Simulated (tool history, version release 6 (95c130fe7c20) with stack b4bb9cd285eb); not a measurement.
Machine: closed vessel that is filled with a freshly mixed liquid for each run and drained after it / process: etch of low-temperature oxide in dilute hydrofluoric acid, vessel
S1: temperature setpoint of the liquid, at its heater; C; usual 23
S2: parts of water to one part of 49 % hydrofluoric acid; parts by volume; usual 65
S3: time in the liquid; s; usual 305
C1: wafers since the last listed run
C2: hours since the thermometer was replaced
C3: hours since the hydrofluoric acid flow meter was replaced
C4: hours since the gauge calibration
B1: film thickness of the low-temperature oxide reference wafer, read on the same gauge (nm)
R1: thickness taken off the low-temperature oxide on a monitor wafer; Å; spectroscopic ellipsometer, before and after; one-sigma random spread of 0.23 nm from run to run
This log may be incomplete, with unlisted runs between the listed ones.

run 1 day=0 | S1=23 S2=90 S3=305 | C1=0 C2=1390.7 C3=1941.6 C4=223.3 | B1=119.99 | R1=282.1
run 2 day=0.358 | S1=23 S2=90 S3=305 | C1=443 C2=1399.3 C3=1950.2 C4=231.9 | B1=120.01 | R1=282.4
run 3 day=0.883 | S1=23 S2=65 S3=305 | C1=649 C2=1411.9 C3=1962.8 C4=244.5 | B1=120.01 | R1=401.3
run 4 day=1.262 | S1=23 S2=65 S3=305 | C1=469 C2=1421 C3=1971.9 C4=253.6 | B1=120.01 | R1=396.8
run 5 day=1.783 | S1=23 S2=65 S3=305 | C1=644 C2=1433.5 C3=1984.4 C4=266.1 | B1=120 | R1=404.3
run 6 day=2.067 | S1=23 S2=65 S3=305 | C1=350 C2=1440.3 C3=1991.2 C4=272.9 | B1=120.01 | R1=400.9
run 7 day=2.696 | S1=23 S2=65 S3=190 | C1=778 C2=1455.4 C3=2006.3 C4=288 | B1=119.98 | R1=251.5
run 8 day=3.104 | S1=23 S2=65 S3=190 | C1=505 C2=1465.2 C3=2016.1 C4=297.8 | B1=119.99 | R1=248.9
run 9 day=3.942 | S1=23 S2=65 S3=205 | C1=1036 C2=1485.3 C3=2036.2 C4=317.9 | B1=120 | R1=270
run 10 day=4.204 | S1=23 S2=65 S3=305 | C1=324 C2=1491.6 C3=2042.5 C4=324.2 | B1=120.03 | R1=401
run 11 day=4.646 | S1=23 S2=65 S3=305 | C1=546 C2=1502.2 C3=2053.1 C4=334.8 | B1=120 | R1=400.3
run 12 day=6.429 | S1=23 S2=65 S3=195 | C1=2206 C2=1545 C3=2095.9 C4=377.6 | B1=120.01 | R1=253.7
-- day=6.525 hydrofluoric acid flow meter replaced
-- day=6.833 gauge calibrated
run 13 day=6.996 | S1=23 S2=65 S3=305 | C1=649 C2=1558.6 C3=11.3 C4=3.9 | B1=119.99 | R1=398.3
-- day=7.062 thermometer replaced
run 14 day=7.308 | S1=23 S2=50 S3=130 | C1=335 C2=5.9 C3=18.8 C4=11.4 | B1=119.99 | R1=247.8
run 15 day=7.671 | S1=18.5 S2=75 S3=230 | C1=448 C2=14.6 C3=27.5 C4=20.1 | B1=120.01 | R1=236.8
run 16 day=8.192 | S1=23 S2=65 S3=305 | C1=644 C2=27.1 C3=40 C4=32.6 | B1=120 | R1=436.3
run 17 day=8.504 | S1=26.5 S2=45 S3=440 | C1=386 C2=34.6 C3=47.5 C4=40.1 | B1=120.01 | R1=1087.7
run 18 day=9.075 | S1=26.5 S2=80 S3=160 | C1=706 C2=48.3 C3=61.2 C4=53.8 | B1=120 | R1=211.4
run 19 day=9.775 | S1=23 S2=90 S3=305 | C1=866 C2=65.1 C3=78 C4=70.6 | B1=120 | R1=306.5
run 20 day=10.188 | S1=23 S2=65 S3=305 | C1=510 C2=75 C3=87.9 C4=80.5 | B1=120 | R1=436.4
run 21 day=10.833 | S1=26.5 S2=85 S3=305 | C1=799 C2=90.5 C3=103.4 C4=96 | B1=120.01 | R1=376.6
run 22 day=11.808 | S1=23 S2=80 S3=350 | C1=1206 C2=113.9 C3=126.8 C4=119.4 | B1=120.01 | R1=397.7
run 23 day=12.296 | S1=23 S2=65 S3=305 | C1=603 C2=125.6 C3=138.5 C4=131.1 | B1=119.98 | R1=438.5
run 24 day=12.867 | S1=25.5 S2=55 S3=305 | C1=706 C2=139.3 C3=152.2 C4=144.8 | B1=120 | R1=578.5
run 25 day=13.296 | S1=23 S2=65 S3=305 | C1=531 C2=149.6 C3=162.5 C4=155.1 | B1=120.01 | R1=429.9
run 26 day=14.038 | S1=27 S2=90 S3=185 | C1=917 C2=167.4 C3=180.3 C4=172.9 | B1=120 | R1=218
run 27 day=15.146 | S1=23 S2=65 S3=185 | C1=1371 C2=194 C3=206.9 C4=199.5 | B1=120 | R1=262
run 28 day=15.879 | S1=27.5 S2=65 S3=210 | C1=907 C2=211.6 C3=224.5 C4=217.1 | B1=119.99 | R1=357.7
run 29 day=17.504 | S1=21.5 S2=65 S3=120 | C1=2010 C2=250.6 C3=263.5 C4=256.1 | B1=120.03 | R1=160.5
run 30 day=18.221 | S1=19 S2=45 S3=305 | C1=886 C2=267.8 C3=280.7 C4=273.3 | B1=120.01 | R1=542
run 31 day=18.546 | S1=23 S2=65 S3=305 | C1=402 C2=275.6 C3=288.5 C4=281.1 | B1=119.99 | R1=436.3
run 32 day=18.925 | S1=23 S2=65 S3=305 | C1=469 C2=284.7 C3=297.6 C4=290.2 | B1=120.01 | R1=432.1
run 33 day=19.583 | S1=23 S2=65 S3=260 | C1=814 C2=300.5 C3=313.4 C4=306 | B1=120.01 | R1=368.8

Same runs, no hidden state in the tool, same run-to-run variation:
Unlogged tool condition in this case: liquid colder than its thermometer reads (K); hydrofluoric acid flow above the setpoint (%); gauge reads high (%).
run=1 R1=311.6
run=2 R1=312.2
run=3 R1=444.7
run=4 R1=439.9
run=5 R1=448.7
run=6 R1=445
run=7 R1=279.5
run=8 R1=276.9
run=9 R1=300.7
run=10 R1=446.8
run=11 R1=446.4
run=12 R1=283.7
run=13 R1=445.9
run=14 R1=251.1
run=15 R1=240.3
run=16 R1=442.8
run=17 R1=1104.2
run=18 R1=214.7
run=19 R1=311.7
run=20 R1=444.3
run=21 R1=383.5
run=22 R1=405.8
run=23 R1=448
run=24 R1=591.4
run=25 R1=439.9
run=26 R1=223
run=27 R1=268.9
run=28 R1=367.2
run=29 R1=165.4
run=30 R1=560
run=31 R1=450.3
run=32 R1=446.3
run=33 R1=381.3

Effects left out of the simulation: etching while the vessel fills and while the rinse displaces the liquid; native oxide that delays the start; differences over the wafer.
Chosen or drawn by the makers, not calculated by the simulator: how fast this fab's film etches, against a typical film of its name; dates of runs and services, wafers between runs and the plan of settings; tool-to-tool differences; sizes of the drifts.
